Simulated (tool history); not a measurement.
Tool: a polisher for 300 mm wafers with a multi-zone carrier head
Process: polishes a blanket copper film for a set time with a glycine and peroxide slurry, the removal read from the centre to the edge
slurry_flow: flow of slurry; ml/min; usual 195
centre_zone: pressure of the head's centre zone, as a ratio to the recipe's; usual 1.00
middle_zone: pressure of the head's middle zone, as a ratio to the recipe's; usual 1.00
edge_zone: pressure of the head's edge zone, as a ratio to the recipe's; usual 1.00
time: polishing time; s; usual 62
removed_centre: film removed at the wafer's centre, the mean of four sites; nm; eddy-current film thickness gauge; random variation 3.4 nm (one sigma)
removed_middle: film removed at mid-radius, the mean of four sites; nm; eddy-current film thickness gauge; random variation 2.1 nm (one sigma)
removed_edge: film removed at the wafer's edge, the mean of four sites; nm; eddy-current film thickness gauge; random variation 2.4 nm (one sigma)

| run | hour | slurry_flow | centre_zone | middle_zone | edge_zone | time | incoming thickness of the incoming film, nm | removed_centre | removed_middle | removed_edge |
|---|---|---|---|---|---|---|---|---|---|---|
| 1 | 0.0 | 195 | 1.00 | 1.00 | 1.00 | 62 | 1085.3 | 260.3 | 263.0 | 260.0 |
| 2 | 29.8 | 195 | 1.00 | 1.00 | 1.00 | 62 | 1108.9 | 257.0 | 256.0 | 257.0 |
| 3 | 65.6 | 195 | 1.00 | 1.00 | 1.00 | 62 | 1113.1 | 247.9 | 252.3 | 245.5 |
|  | 82.2 | worn pad replaced by a new one |
| 4 | 86.2 | 145 | 1.00 | 1.00 | 1.00 | 62 | 1102.9 | 262.6 | 269.8 | 270.8 |
| 5 | 120.8 | 165 | 1.00 | 1.00 | 1.00 | 62 | 1096.1 | 262.6 | 268.2 | 267.8 |
| 6 | 147.7 | 165 | 1.00 | 1.00 | 1.00 | 62 | 1117.1 | 257.6 | 266.1 | 257.8 |
| 7 | 172.2 | 195 | 1.00 | 1.00 | 1.00 | 69 | 1111.3 | 283.8 | 294.0 | 294.4 |
| 8 | 203.0 | 195 | 0.96 | 1.00 | 1.07 | 62 | 1113.9 | 241.6 | 259.0 | 263.3 |
| 9 | 227.7 | 165 | 1.05 | 0.91 | 1.00 | 43 | 1093.7 | 174.9 | 159.5 | 169.3 |
|  | 241.4 | worn pad replaced by a new one |
| 10 | 252.3 | 195 | 0.93 | 1.00 | 1.00 | 62 | 1089.3 | 248.4 | 274.0 | 270.2 |
| 11 | 264.5 | 195 | 1.00 | 0.90 | 1.00 | 50 | 1106.2 | 213.9 | 202.1 | 218.5 |
|  | 280.5 | centre zone pressure recalibrated |
| 12 | 281.8 | 195 | 1.00 | 0.95 | 1.00 | 41 | 1095.7 | 176.8 | 170.5 | 174.8 |
|  | 370.4 | carrier head's membrane replaced by a new one |
| 13 | 386.2 | 195 | 1.00 | 1.00 | 1.00 | 62 | 1091.3 | 240.4 | 252.5 | 238.0 |
|  | 395.8 | edge zone pressure recalibrated |
| 14 | 412.4 | 195 | 1.00 | 1.00 | 1.00 | 62 | 1101.7 | 242.1 | 239.6 | 242.2 |
|  | 420.1 | worn pad replaced by a new one |
| 15 | 444.5 | 195 | 1.00 | 1.00 | 1.00 | 81 | 1082.5 | 359.4 | 366.1 | 364.4 |
| 16 | 467.0 | 195 | 1.00 | 1.00 | 1.00 | 62 | 1111.5 | 270.4 | 273.4 | 269.4 |
|  | 472.7 | slurry nozzle cleaned |
| 17 | 501.1 | 195 | 1.00 | 1.00 | 1.00 | 62 | 1095.9 | 259.8 | 268.9 | 262.0 |
| 18 | 520.9 | 195 | 1.00 | 1.00 | 1.00 | 62 | 1099.1 | 257.2 | 263.2 | 257.4 |
| 19 | 542.2 | 195 | 1.00 | 1.00 | 1.00 | 82 | 1097.1 | 329.8 | 343.7 | 336.1 |
| 20 | 567.2 | 165 | 1.05 | 0.91 | 1.00 | 43 | 1094.8 | 170.7 | 157.8 | 169.8 |
| 21 | 593.2 | 195 | 1.00 | 1.00 | 1.00 | 43 | 1108.9 | 167.3 | 172.0 | 169.9 |
|  | 603.0 | worn pad replaced by a new one |
| 22 | 624.4 | 235 | 0.91 | 1.00 | 1.00 | 62 | 1095.3 | 256.8 | 283.4 | 271.4 |
| 23 | 638.0 | 195 | 1.09 | 1.04 | 1.00 | 62 | 1092.0 | 301.7 | 284.4 | 271.2 |

The same runs without the tool's hidden state, with the same run-to-run variation:
The hidden state here: removal rate lost through wear of the pad, %; slurry flow missing at the pad, %; deviation of the centre zone's pressure from its setpoint, %; deviation of the edge zone's pressure from its setpoint, %.
| run | removed_centre | removed_middle | removed_edge |
|---|---|---|---|
| 1 | 279.6 | 282.5 | 279.3 |
| 2 | 282.8 | 281.7 | 282.7 |
| 3 | 281.0 | 285.9 | 278.2 |
| 4 | 264.5 | 271.8 | 272.7 |
| 5 | 271.5 | 277.3 | 276.9 |
| 6 | 271.9 | 280.9 | 272.2 |
| 7 | 305.5 | 316.4 | 316.9 |
| 8 | 266.6 | 285.8 | 290.6 |
| 9 | 196.9 | 179.6 | 190.6 |
| 10 | 257.2 | 283.7 | 279.7 |
| 11 | 223.5 | 211.2 | 228.3 |
| 12 | 187.3 | 180.6 | 185.2 |
| 13 | 277.4 | 291.4 | 274.7 |
| 14 | 285.8 | 282.8 | 285.9 |
| 15 | 368.3 | 375.1 | 373.4 |
| 16 | 282.0 | 285.1 | 280.8 |
| 17 | 278.1 | 287.9 | 280.5 |
| 18 | 279.9 | 286.3 | 280.0 |
| 19 | 365.1 | 380.5 | 372.1 |
| 20 | 192.9 | 178.3 | 191.9 |
| 21 | 193.3 | 198.7 | 196.3 |
| 22 | 264.7 | 292.1 | 279.7 |
| 23 | 314.2 | 296.2 | 282.4 |
